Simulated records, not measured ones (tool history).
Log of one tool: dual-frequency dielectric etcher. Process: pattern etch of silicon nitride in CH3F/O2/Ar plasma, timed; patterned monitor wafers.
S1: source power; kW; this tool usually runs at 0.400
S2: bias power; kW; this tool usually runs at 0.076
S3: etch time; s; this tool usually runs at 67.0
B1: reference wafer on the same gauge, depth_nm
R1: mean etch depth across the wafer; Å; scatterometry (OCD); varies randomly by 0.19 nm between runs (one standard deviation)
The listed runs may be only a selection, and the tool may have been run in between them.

{"run": 1, "hour": 0.0, "S1": 0.4, "S2": 0.076, "S3": 67.0, "B1": 44.03, "R1": 490.2}
{"run": 2, "hour": 15.3, "S1": 0.4, "S2": 0.076, "S3": 67.0, "B1": 44.0, "R1": 487.9}
{"run": 3, "hour": 27.9, "S1": 0.46, "S2": 0.076, "S3": 67.0, "B1": 43.98, "R1": 508.6}
{"run": 4, "hour": 45.3, "S1": 0.46, "S2": 0.076, "S3": 67.0, "B1": 43.97, "R1": 502.0}
{"run": 5, "hour": 61.4, "S1": 0.46, "S2": 0.076, "S3": 67.0, "B1": 44.03, "R1": 506.8}
{"hour": 94.6, "done": "wet clean of the chamber"}
{"run": 6, "hour": 95.1, "S1": 0.4, "S2": 0.076, "S3": 67.0, "B1": 44.01, "R1": 501.6}
{"run": 7, "hour": 95.4, "S1": 0.4, "S2": 0.076, "S3": 67.0, "B1": 43.99, "R1": 498.8}
{"run": 8, "hour": 102.5, "S1": 0.4, "S2": 0.076, "S3": 67.0, "B1": 44.0, "R1": 502.3}
{"run": 9, "hour": 111.5, "S1": 0.4, "S2": 0.076, "S3": 67.0, "B1": 43.98, "R1": 499.6}
{"run": 10, "hour": 120.7, "S1": 0.4, "S2": 0.076, "S3": 67.0, "B1": 44.02, "R1": 502.6}
{"run": 11, "hour": 127.1, "S1": 0.4, "S2": 0.076, "S3": 67.0, "B1": 43.98, "R1": 500.9}
{"run": 12, "hour": 133.9, "S1": 0.4, "S2": 0.076, "S3": 67.0, "B1": 43.97, "R1": 501.9}
{"run": 13, "hour": 149.6, "S1": 0.4, "S2": 0.076, "S3": 67.0, "B1": 44.02, "R1": 498.9}
{"run": 14, "hour": 162.5, "S1": 0.4, "S2": 0.076, "S3": 67.0, "B1": 44.0, "R1": 500.2}
{"hour": 171.9, "done": "source power generator calibrated"}
{"run": 15, "hour": 172.2, "S1": 0.37, "S2": 0.092, "S3": 67.0, "B1": 44.01, "R1": 531.8}
{"hour": 201.6, "done": "gauge calibrated"}
{"hour": 210.0, "done": "upper electrode replaced, of another model than before"}
{"run": 16, "hour": 210.5, "S1": 0.36, "S2": 0.086, "S3": 54.0, "B1": 44.01, "R1": 414.6}
{"run": 17, "hour": 210.8, "S1": 0.36, "S2": 0.067, "S3": 61.0, "B1": 43.98, "R1": 408.4}
{"run": 18, "hour": 211.8, "S1": 0.33, "S2": 0.091, "S3": 83.5, "B1": 44.02, "R1": 646.4}
{"run": 19, "hour": 224.1, "S1": 0.4, "S2": 0.076, "S3": 67.0, "B1": 43.98, "R1": 498.5}
{"hour": 237.0, "done": "bias power generator calibrated"}
{"run": 20, "hour": 241.1, "S1": 0.4, "S2": 0.088, "S3": 52.0, "B1": 44.0, "R1": 417.3}
{"run": 21, "hour": 251.6, "S1": 0.4, "S2": 0.076, "S3": 67.0, "B1": 43.97, "R1": 493.2}
{"run": 22, "hour": 265.1, "S1": 0.4, "S2": 0.076, "S3": 67.0, "B1": 44.01, "R1": 496.0}
{"run": 23, "hour": 277.3, "S1": 0.35, "S2": 0.068, "S3": 77.0, "B1": 44.03, "R1": 510.4}
{"run": 24, "hour": 293.4, "S1": 0.43, "S2": 0.063, "S3": 75.0, "B1": 43.97, "R1": 512.1}
{"run": 25, "hour": 313.0, "S1": 0.44, "S2": 0.076, "S3": 67.0, "B1": 43.99, "R1": 508.0}

Forecast each of these 4 alternatives for the next run:
{"run": "A", "hour": 313.4, "S1": 0.4, "S2": 0.076, "S3": 85.0, "B1": "?", "R1": "?"}
{"run": "B", "hour": 313.4, "S1": 0.4, "S2": 0.076, "S3": 77.0, "B1": "?", "R1": "?"}
{"run": "C", "hour": 313.4, "S1": 0.48, "S2": 0.076, "S3": 67.0, "B1": "?", "R1": "?"}
{"run": "D", "hour": 313.4, "S1": 0.4, "S2": 0.076, "S3": 55.0, "B1": "?", "R1": "?"}

run=A B1=44.05 R1=627.1
run=B B1=44.05 R1=568.1
run=C B1=44.05 R1=525.4
run=D B1=44.05 R1=405.8
The same runs, with their run-to-run variation unchanged, on a tool lacking any hidden condition would have given:
run=A R1=634.9
run=B R1=575.2
run=C R1=532.0
run=D R1=410.8

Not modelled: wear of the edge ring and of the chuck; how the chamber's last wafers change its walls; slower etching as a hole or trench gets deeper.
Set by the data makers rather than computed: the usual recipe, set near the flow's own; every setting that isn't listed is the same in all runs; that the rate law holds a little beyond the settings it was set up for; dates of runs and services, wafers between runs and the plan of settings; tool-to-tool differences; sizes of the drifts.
